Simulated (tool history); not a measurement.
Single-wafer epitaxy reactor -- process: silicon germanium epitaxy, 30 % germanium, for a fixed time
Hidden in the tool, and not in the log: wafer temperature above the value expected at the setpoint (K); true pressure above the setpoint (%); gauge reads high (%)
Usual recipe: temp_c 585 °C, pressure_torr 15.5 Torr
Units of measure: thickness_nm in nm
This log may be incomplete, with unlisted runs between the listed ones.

run	day	temp_c	pressure_torr	wafers since the last listed run	hours since the last pyrometer calibration	hours since the last manometer calibration	hours since the showerhead was replaced	hours since the gauge calibration	read-back reference wafer on the same gauge, thickness_nm	thickness_nm
1	0	585	18	0	1075.8	682.9	4380.3	412.1	39.805	44.078
2	1.283	585	18	878	1106.6	713.7	4411.1	442.9	39.796	44.076
3	1.842	585	18	382	1120	727.1	4424.5	456.3	39.784	44.333
4	2.829	585	18.1	676	1143.7	750.8	4448.2	480	39.817	44.331
5	3.7	585	18.1	596	1164.6	771.7	4469.1	500.9	39.793	44.153
6	4.858	585	18.1	793	1192.4	799.5	4496.9	528.7	39.807	44.528
7	6.283	585	15.5	975	1226.6	833.7	4531.1	562.9	39.797	42.755
8	7.229	585	15.5	647	1249.3	856.4	4553.8	585.6	39.807	42.417
9	8.304	585	15.5	736	1275.1	882.2	4579.6	611.4	39.803	42.526
10	9.438	585	13.3	776	1302.3	909.4	4606.8	638.6	39.747	40.881
# day 10.171: showerhead replaced
11	10.296	585	13.3	359	1322.9	930	3	659.2	39.772	41.187
12	11.775	585	15.5	1012	1358.4	965.5	38.5	694.7	39.792	42.472
# day 12.167: gauge calibrated
13	12.579	585	15.5	550	1377.7	984.8	57.8	9.9	39.777	42.605
14	13.467	585	15.5	607	1399	1006.1	79.1	31.2	39.788	42.819
# day 13.954: capacitance manometer re-zeroed and calibrated
15	14.504	580	15.5	482	1423.9	13.2	104	56.1	39.846	39.623
16	15.092	585	15.5	402	1438	27.3	118.1	70.2	39.837	42.847
# day 15.979: pyrometer calibrated
17	16	585	15.5	393	0.5	49.1	139.9	92	39.774	43.523
18	16.817	580	16.8	559	20.1	68.7	159.5	111.6	39.88	40.305
# day 17.458: capacitance manometer re-zeroed and calibrated, repeated, since the last time left the tool worse
19	17.996	591	11.8	579	48.4	12.9	187.8	139.9	39.802	43.69
20	18.846	585	15.5	582	68.8	33.3	208.2	160.3	39.865	42.045
21	19.508	598	13	453	84.7	49.2	224.1	176.2	39.811	49.721
22	20.017	592	17.2	348	96.9	61.4	236.3	188.4	39.808	48.233
23	20.554	589	15.5	368	109.8	74.3	249.2	201.3	39.842	44.911
24	21.654	599	18.8	753	136.2	100.7	275.6	227.7	39.81	56.223
25	22.392	589	13.6	505	153.9	118.4	293.3	245.4	39.854	43.452
26	23.4	571	15.5	690	178.1	142.6	317.5	269.6	39.846	33.119
27	24.075	573	14.4	462	194.3	158.8	333.7	285.8	39.829	33.856
28	24.675	599	18.8	410	208.7	173.2	348.1	300.2	39.765	56.094
29	25.275	585	15.5	410	223.1	187.6	362.5	314.6	39.841	41.854
30	25.808	575	15.5	365	235.9	200.4	375.3	327.4	39.799	35.713
31	27.188	585	17.8	944	269	233.5	408.4	360.5	39.831	43.839
32	28.458	585	15.5	870	299.5	264	438.9	391	39.826	42.279

Branching from run 32: 3 alternative next runs. What would each branch give?
A	28.475	585	15.5	11	299.9	264.4	439.3	391.4	?	?
B	28.475	599	15.5	11	299.9	264.4	439.3	391.4	?	?
C	28.475	592	13.9	11	299.9	264.4	439.3	391.4	?	?

run	read-back reference wafer on the same gauge, thickness_nm	thickness_nm
A	39.823	42.116
B	39.823	52.99
C	39.823	45.966
Stripped of hidden state, with their random variation kept, the same runs would have yielded:
run	thickness_nm
A	42.054
B	52.912
C	45.898

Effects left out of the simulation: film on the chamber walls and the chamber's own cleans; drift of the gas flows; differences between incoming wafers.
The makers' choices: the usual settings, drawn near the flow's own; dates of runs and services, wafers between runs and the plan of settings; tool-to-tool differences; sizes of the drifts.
